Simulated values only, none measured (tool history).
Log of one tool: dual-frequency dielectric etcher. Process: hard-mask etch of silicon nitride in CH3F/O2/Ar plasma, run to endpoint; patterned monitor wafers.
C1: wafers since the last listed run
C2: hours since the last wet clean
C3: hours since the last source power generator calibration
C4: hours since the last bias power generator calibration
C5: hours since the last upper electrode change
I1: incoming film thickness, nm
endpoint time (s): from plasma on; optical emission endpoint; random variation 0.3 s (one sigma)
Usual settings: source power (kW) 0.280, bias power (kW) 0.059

run 1 hour=0.0 | source_power_(kW)=0.280 bias_power_(kW)=0.059 | C1=0 C2=202.0 C3=2030.0 C4=3177.0 C5=4510.4 | I1=39.26 | endpoint_time_(s)=68.3
run 2 hour=14.3 | source_power_(kW)=0.300 bias_power_(kW)=0.068 | C1=166 C2=216.3 C3=2044.3 C4=3191.3 C5=4524.7 | I1=38.95 | endpoint_time_(s)=64.0
run 3 hour=49.7 | source_power_(kW)=0.280 bias_power_(kW)=0.059 | C1=410 C2=251.7 C3=2079.7 C4=3226.7 C5=4560.1 | I1=38.86 | endpoint_time_(s)=68.0
run 4 hour=70.3 | source_power_(kW)=0.280 bias_power_(kW)=0.059 | C1=239 C2=272.3 C3=2100.3 C4=3247.3 C5=4580.7 | I1=39.22 | endpoint_time_(s)=68.2
run 5 hour=105.8 | source_power_(kW)=0.280 bias_power_(kW)=0.047 | C1=412 C2=307.8 C3=2135.8 C4=3282.8 C5=4616.2 | I1=38.81 | endpoint_time_(s)=71.9
run 6 hour=133.1 | source_power_(kW)=0.280 bias_power_(kW)=0.047 | C1=316 C2=335.1 C3=2163.1 C4=3310.1 C5=4643.5 | I1=38.93 | endpoint_time_(s)=73.3
-- hour=173.2 upper electrode replaced
run 7 hour=173.7 | source_power_(kW)=0.310 bias_power_(kW)=0.059 | C1=192 C2=375.7 C3=2203.7 C4=3350.7 C5=0.5 | I1=39.03 | endpoint_time_(s)=65.3
run 8 hour=176.9 | source_power_(kW)=0.310 bias_power_(kW)=0.059 | C1=37 C2=378.9 C3=2206.9 C4=3353.9 C5=3.7 | I1=38.74 | endpoint_time_(s)=64.5
-- hour=185.6 source power generator calibrated
-- hour=205.1 bias power generator calibrated
run 9 hour=206.9 | source_power_(kW)=0.250 bias_power_(kW)=0.069 | C1=255 C2=408.9 C3=21.3 C4=1.8 C5=33.7 | I1=38.72 | endpoint_time_(s)=67.3
-- hour=252.6 wet clean of the chamber
run 10 hour=281.1 | source_power_(kW)=0.280 bias_power_(kW)=0.059 | C1=582 C2=28.5 C3=95.5 C4=76.0 C5=107.9 | I1=39.10 | endpoint_time_(s)=68.0
run 11 hour=295.7 | source_power_(kW)=0.300 bias_power_(kW)=0.054 | C1=169 C2=43.1 C3=110.1 C4=90.6 C5=122.5 | I1=39.07 | endpoint_time_(s)=68.5
run 12 hour=318.8 | source_power_(kW)=0.210 bias_power_(kW)=0.064 | C1=268 C2=66.2 C3=133.2 C4=113.7 C5=145.6 | I1=39.10 | endpoint_time_(s)=74.8
run 13 hour=332.3 | source_power_(kW)=0.250 bias_power_(kW)=0.054 | C1=156 C2=79.7 C3=146.7 C4=127.2 C5=159.1 | I1=38.74 | endpoint_time_(s)=73.0
run 14 hour=346.5 | source_power_(kW)=0.220 bias_power_(kW)=0.059 | C1=164 C2=93.9 C3=160.9 C4=141.4 C5=173.3 | I1=38.95 | endpoint_time_(s)=75.0
run 15 hour=364.1 | source_power_(kW)=0.280 bias_power_(kW)=0.059 | C1=204 C2=111.5 C3=178.5 C4=159.0 C5=190.9 | I1=38.58 | endpoint_time_(s)=67.0
run 16 hour=383.9 | source_power_(kW)=0.230 bias_power_(kW)=0.068 | C1=229 C2=131.3 C3=198.3 C4=178.8 C5=210.7 | I1=39.36 | endpoint_time_(s)=71.1
run 17 hour=418.8 | source_power_(kW)=0.310 bias_power_(kW)=0.059 | C1=405 C2=166.2 C3=233.2 C4=213.7 C5=245.6 | I1=39.33 | endpoint_time_(s)=65.5

Forecast each of these 5 alternatives for the next run:
run A hour=419.2 | source_power_(kW)=0.330 bias_power_(kW)=0.059 | C1=4 C2=166.6 C3=233.6 C4=214.1 C5=246.0 | I1=39.21 | endpoint_time_(s)=?
run B hour=419.2 | source_power_(kW)=0.280 bias_power_(kW)=0.070 | C1=4 C2=166.6 C3=233.6 C4=214.1 C5=246.0 | I1=39.21 | endpoint_time_(s)=?
run C hour=419.2 | source_power_(kW)=0.300 bias_power_(kW)=0.059 | C1=4 C2=166.6 C3=233.6 C4=214.1 C5=246.0 | I1=39.21 | endpoint_time_(s)=?
run D hour=419.2 | source_power_(kW)=0.280 bias_power_(kW)=0.063 | C1=4 C2=166.6 C3=233.6 C4=214.1 C5=246.0 | I1=39.21 | endpoint_time_(s)=?
run E hour=419.2 | source_power_(kW)=0.240 bias_power_(kW)=0.051 | C1=4 C2=166.6 C3=233.6 C4=214.1 C5=246.0 | I1=39.21 | endpoint_time_(s)=?

run=A endpoint_time_(s)=64.2
run=B endpoint_time_(s)=65.0
run=C endpoint_time_(s)=66.7
run=D endpoint_time_(s)=67.2
run=E endpoint_time_(s)=76.4
Without the tool's hidden state the same runs would have given:
run=A endpoint_time_(s)=64.2
run=B endpoint_time_(s)=65.0
run=C endpoint_time_(s)=66.7
run=D endpoint_time_(s)=67.2
run=E endpoint_time_(s)=76.4

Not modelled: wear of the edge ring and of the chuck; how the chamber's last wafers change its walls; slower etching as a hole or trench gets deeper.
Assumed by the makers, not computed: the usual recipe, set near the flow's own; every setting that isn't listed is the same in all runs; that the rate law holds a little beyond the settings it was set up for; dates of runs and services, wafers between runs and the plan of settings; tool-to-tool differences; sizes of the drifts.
